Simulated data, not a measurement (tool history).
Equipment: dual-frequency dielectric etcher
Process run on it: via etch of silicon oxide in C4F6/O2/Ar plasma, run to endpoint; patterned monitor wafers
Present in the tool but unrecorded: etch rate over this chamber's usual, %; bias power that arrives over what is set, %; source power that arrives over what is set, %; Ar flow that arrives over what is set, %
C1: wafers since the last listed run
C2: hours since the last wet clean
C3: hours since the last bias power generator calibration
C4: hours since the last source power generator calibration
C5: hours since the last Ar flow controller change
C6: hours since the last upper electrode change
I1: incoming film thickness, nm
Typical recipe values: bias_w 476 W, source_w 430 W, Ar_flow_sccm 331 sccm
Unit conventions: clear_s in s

Run 1, hour 0: usual settings; C1 0; C2 6.3; C3 2740.9; C4 2974.5; C5 5252.5; C6 3791.7; I1 64. Result: clear_s 14.9 s.
Run 2, hour 79: usual settings; C1 1547; C2 85.3; C3 2819.9; C4 3053.5; C5 5331.5; C6 3870.7; I1 63.7. Result: clear_s 14.7 s.
Run 3, hour 163.6: usual settings; C1 1657; C2 169.9; C3 2904.5; C4 3138.1; C5 5416.1; C6 3955.3; I1 63.5. Result: clear_s 14.6 s.
Run 4, hour 235.7: usual settings but bias_w 440 W; C1 1412; C2 242; C3 2976.6; C4 3210.2; C5 5488.2; C6 4027.4; I1 63.9. Result: clear_s 14.8 s.
Run 5, hour 281.8: usual settings but bias_w 440 W; C1 903; C2 288.1; C3 3022.7; C4 3256.3; C5 5534.3; C6 4073.5; I1 63.9. Result: clear_s 14.7 s.
Run 6, hour 376.6: usual settings; C1 1857; C2 382.9; C3 3117.5; C4 3351.1; C5 5629.1; C6 4168.3; I1 63.5. Result: clear_s 14.3 s.
Run 7, hour 451.7: usual settings; C1 1471; C2 458; C3 3192.6; C4 3426.2; C5 5704.2; C6 4243.4; I1 63.8. Result: clear_s 14.3 s.
Run 8, hour 519.7: usual settings; C1 1332; C2 526; C3 3260.6; C4 3494.2; C5 5772.2; C6 4311.4; I1 64.3. Result: clear_s 14.5 s.
At hour 631.5: wet clean of the chamber.
At hour 702.8: upper electrode replaced.
Run 9, hour 829.7: usual settings; C1 5132; C2 198.2; C3 3570.6; C4 3804.2; C5 6082.2; C6 126.9; I1 64.3. Result: clear_s 14.7 s.
At hour 851.9: Ar flow controller replaced.
Run 10, hour 880.6: usual settings; C1 879; C2 249.1; C3 3621.5; C4 3855.1; C5 28.7; C6 177.8; I1 63.9. Result: clear_s 14.6 s.
Run 11, hour 962.1: usual settings but source_w 350 W, Ar_flow_sccm 259 sccm; C1 1596; C2 330.6; C3 3703; C4 3936.6; C5 110.2; C6 259.3; I1 64.6. Result: clear_s 15.9 s.
Run 12, hour 1007: usual settings but source_w 510 W; C1 879; C2 375.5; C3 3747.9; C4 3981.5; C5 155.1; C6 304.2; I1 64. Result: clear_s 13.4 s.
Run 13, hour 1084.1: usual settings but bias_w 403 W, source_w 470 W, Ar_flow_sccm 291 sccm; C1 1510; C2 452.6; C3 3825; C4 4058.6; C5 232.2; C6 381.3; I1 63.4. Result: clear_s 14.3 s.
Run 14, hour 1129: usual settings but source_w 370 W, Ar_flow_sccm 303 sccm; C1 879; C2 497.5; C3 3869.9; C4 4103.5; C5 277.1; C6 426.2; I1 64.1. Result: clear_s 15.7 s.
At hour 1169.7: bias power generator calibrated.
Run 15, hour 1200.6: usual settings; C1 1324; C2 569.1; C3 30.9; C4 4175.1; C5 348.7; C6 497.8; I1 63.8. Result: clear_s 14.4 s.
At hour 1231.3: wet clean of the chamber.
Run 16, hour 1289.7: usual settings but bias_w 578 W, source_w 470 W; C1 1275; C2 58.4; C3 120; C4 4264.2; C5 437.8; C6 586.9; I1 64.1. Result: clear_s 13.5 s.
At hour 1330: source power generator calibrated.
Run 17, hour 1360.3: usual settings but Ar_flow_sccm 408 sccm; C1 1304; C2 129; C3 190.6; C4 30.3; C5 508.4; C6 657.5; I1 63.6. Result: clear_s 15 s.
Run 18, hour 1396.7: usual settings but bias_w 380 W, source_w 370 W, Ar_flow_sccm 290 sccm; C1 713; C2 165.4; C3 227; C4 66.7; C5 544.8; C6 693.9; I1 64.2. Result: clear_s 16.6 s.
Run 19, hour 1497.2: usual settings; C1 1968; C2 265.9; C3 327.5; C4 167.2; C5 645.3; C6 794.4; I1 64.7. Result: clear_s 14.9 s.
Run 20, hour 1553.4: usual settings but bias_w 545 W, source_w 380 W, Ar_flow_sccm 303 sccm; C1 1100; C2 322.1; C3 383.7; C4 223.4; C5 701.5; C6 850.6; I1 64.4. Result: clear_s 14.8 s.
Run 21, hour 1750.4: usual settings but bias_w 559 W, Ar_flow_sccm 383 sccm; C1 3859; C2 519.1; C3 580.7; C4 420.4; C5 898.5; C6 1047.6; I1 64.4. Result: clear_s 14 s.

Forecast each of these 4 alternatives for the next run:
Run A, hour 1750.8: usual settings but Ar_flow_sccm 390 sccm; C1 7; C2 519.5; C3 581.1; C4 420.8; C5 898.9; C6 1048; I1 64.1. Result: clear_s ?.
Run B, hour 1750.8: usual settings but source_w 370 W, Ar_flow_sccm 361 sccm; C1 7; C2 519.5; C3 581.1; C4 420.8; C5 898.9; C6 1048; I1 64.1. Result: clear_s ?.
Run C, hour 1750.8: usual settings but source_w 470 W, Ar_flow_sccm 268 sccm; C1 7; C2 519.5; C3 581.1; C4 420.8; C5 898.9; C6 1048; I1 64.1. Result: clear_s ?.
Run D, hour 1750.8: usual settings but bias_w 424 W; C1 7; C2 519.5; C3 581.1; C4 420.8; C5 898.9; C6 1048; I1 64.1. Result: clear_s ?.

run  clear_s
  A     14.6
  B     15.6
  C     13.5
  D     14.9
Without the tool's hidden state the same runs would have given:
run  clear_s
  A     15.1
  B     16.1
  C       14
  D     15.4
